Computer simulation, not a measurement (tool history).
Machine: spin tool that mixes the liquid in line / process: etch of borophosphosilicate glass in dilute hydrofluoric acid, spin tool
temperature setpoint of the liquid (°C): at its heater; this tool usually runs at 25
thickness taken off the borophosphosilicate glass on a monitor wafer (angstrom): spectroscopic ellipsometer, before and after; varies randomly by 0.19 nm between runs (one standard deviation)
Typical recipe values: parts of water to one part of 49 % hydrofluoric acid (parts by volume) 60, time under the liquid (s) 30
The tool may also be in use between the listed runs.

run    hour  temperature setpoint of the liquid (°C)  parts of water to one part of 49 % hydrofluoric acid (parts by volume)  time under the liquid (s)  wafers since the last listed run  hours since the thermometer was replaced  hours since the hydrofluoric acid flow meter was replaced  hours since the gauge calibration  read-back film thickness of the borophosphosilicate glass reference wafer, read on the same gauge (nm)  thickness taken off the borophosphosilicate glass on a monitor wafer (angstrom)
  1       0                                       28                                                                      60                         30                                 0                                    2025.1                                                      666.4                              461.7                                                                                                  100.01                                                                            261.5
  2    68.3                                       25                                                                      60                         30                              1024                                    2093.4                                                      734.7                                530                                                                                                  100.01                                                                            229.4
  3   101.5                                       25                                                                      60                         30                               498                                    2126.6                                                      767.9                              563.2                                                                                                     100                                                                              227
  4   128.5                                       25                                                                      45                         35                               405                                    2153.6                                                      794.9                              590.2                                                                                                     100                                                                            362.1
  5   175.7                                       25                                                                      60                         30                               708                                    2200.8                                                      842.1                              637.4                                                                                                  100.02                                                                            230.9
  6   242.4                                       25                                                                      60                         30                              1000                                    2267.5                                                      908.8                              704.1                                                                                                   99.98                                                                            230.9
  7   268.6                                       25                                                                      60                         30                               393                                    2293.7                                                        935                              730.3                                                                                                  100.01                                                                            227.2
  8   304.2                                       25                                                                      70                         30                               534                                    2329.3                                                      970.6                              765.9                                                                                                     100                                                                              191
  9   337.9                                       25                                                                      80                         30                               505                                      2363                                                     1004.3                              799.6                                                                                                   99.98                                                                            166.1
 10   364.6                                       25                                                                      80                         30                               400                                    2389.7                                                       1031                              826.3                                                                                                  100.05                                                                            164.7
 11   434.3                                       25                                                                      60                         30                              1045                                    2459.4                                                     1100.7                                896                                                                                                     100                                                                            231.2
 12   474.8                                       25                                                                      60                         15                               607                                    2499.9                                                     1141.2                              936.5                                                                                                     100                                                                              113
 13   546.5                                       25                                                                      60                         15                              1075                                    2571.6                                                     1212.9                             1008.2                                                                                                   99.99                                                                            114.9
 14   586.7                                       27                                                                      60                         40                               603                                    2611.8                                                     1253.1                             1048.4                                                                                                   99.99                                                                              326
 15     638                                       25                                                                      85                         30                               769                                    2663.1                                                     1304.4                             1099.7                                                                                                   99.99                                                                            156.4
      653.2  -- gauge calibrated
 16   684.7                                       25                                                                      60                         15                               700                                    2709.8                                                     1351.1                               31.5                                                                                                   99.99                                                                            114.3
 17     714                                       25                                                                      80                         30                               439                                    2739.1                                                     1380.4                               60.8                                                                                                     100                                                                            165.2
 18     772                                       25                                                                      60                         30                               870                                    2797.1                                                     1438.4                              118.8                                                                                                   99.99                                                                            229.5
 19   816.8                                       25                                                                      60                         30                               672                                    2841.9                                                     1483.2                              163.6                                                                                                  100.01                                                                            226.8
      851.8  -- thermometer replaced
 20   934.2                                     26.5                                                                      80                         15                              1746                                      82.4                                                     1600.6                                281                                                                                                  100.01                                                                               88
        952  -- hydrofluoric acid flow meter replaced
 21   989.8                                       27                                                                      45                         30                               819                                       138                                                       37.8                              336.6                                                                                                  100.01                                                                            340.9
 22  1060.7                                     22.5                                                                      35                         30                              1063                                     208.9                                                      108.7                              407.5                                                                                                  100.01                                                                            371.6
 23  1120.1                                     28.5                                                                      30                         30                               891                                     268.3                                                      168.1                              466.9                                                                                                     100                                                                            550.9
 24  1189.5                                     26.5                                                                      80                         15                              1041                                     337.7                                                      237.5                              536.3                                                                                                   99.99                                                                             87.3
 25    1251                                       25                                                                      40                         30                               922                                     399.2                                                        299                              597.8                                                                                                     100                                                                            350.5
 26  1276.3                                       25                                                                      60                         30                               379                                     424.5                                                      324.3                              623.1                                                                                                  100.02                                                                            223.6
 27  1339.6                                       29                                                                      90                         45                               949                                     487.8                                                      387.6                              686.4                                                                                                     100                                                                            255.9

Predict each of these 4 candidate next runs independently; none follows another, all start after run 27:
  A  1340                                     26.5                                                                      60                         30                                 6                                     488.2                                                        388                              686.8                                                                                                       ?                                                                                ?
  B  1340                                       21                                                                      85                         20                                 6                                     488.2                                                        388                              686.8                                                                                                       ?                                                                                ?
  C  1340                                       25                                                                      75                         50                                 6                                     488.2                                                        388                              686.8                                                                                                       ?                                                                                ?
  D  1340                                     23.5                                                                      40                         45                                 6                                     488.2                                                        388                              686.8                                                                                                       ?                                                                                ?

run  read-back film thickness of the borophosphosilicate glass reference wafer, read on the same gauge (nm)  thickness taken off the borophosphosilicate glass on a monitor wafer (angstrom)
  A                                                                                                  100.02                                                                            243.1
  B                                                                                                  100.02                                                                             88.7
  C                                                                                                  100.02                                                                            299.2
  D                                                                                                  100.02                                                                            497.3
Without the tool's hidden state the same runs would have given:
run  thickness taken off the borophosphosilicate glass on a monitor wafer (angstrom)
  A                                                                            243.1
  B                                                                             88.7
  C                                                                            299.2
  D                                                                            497.3
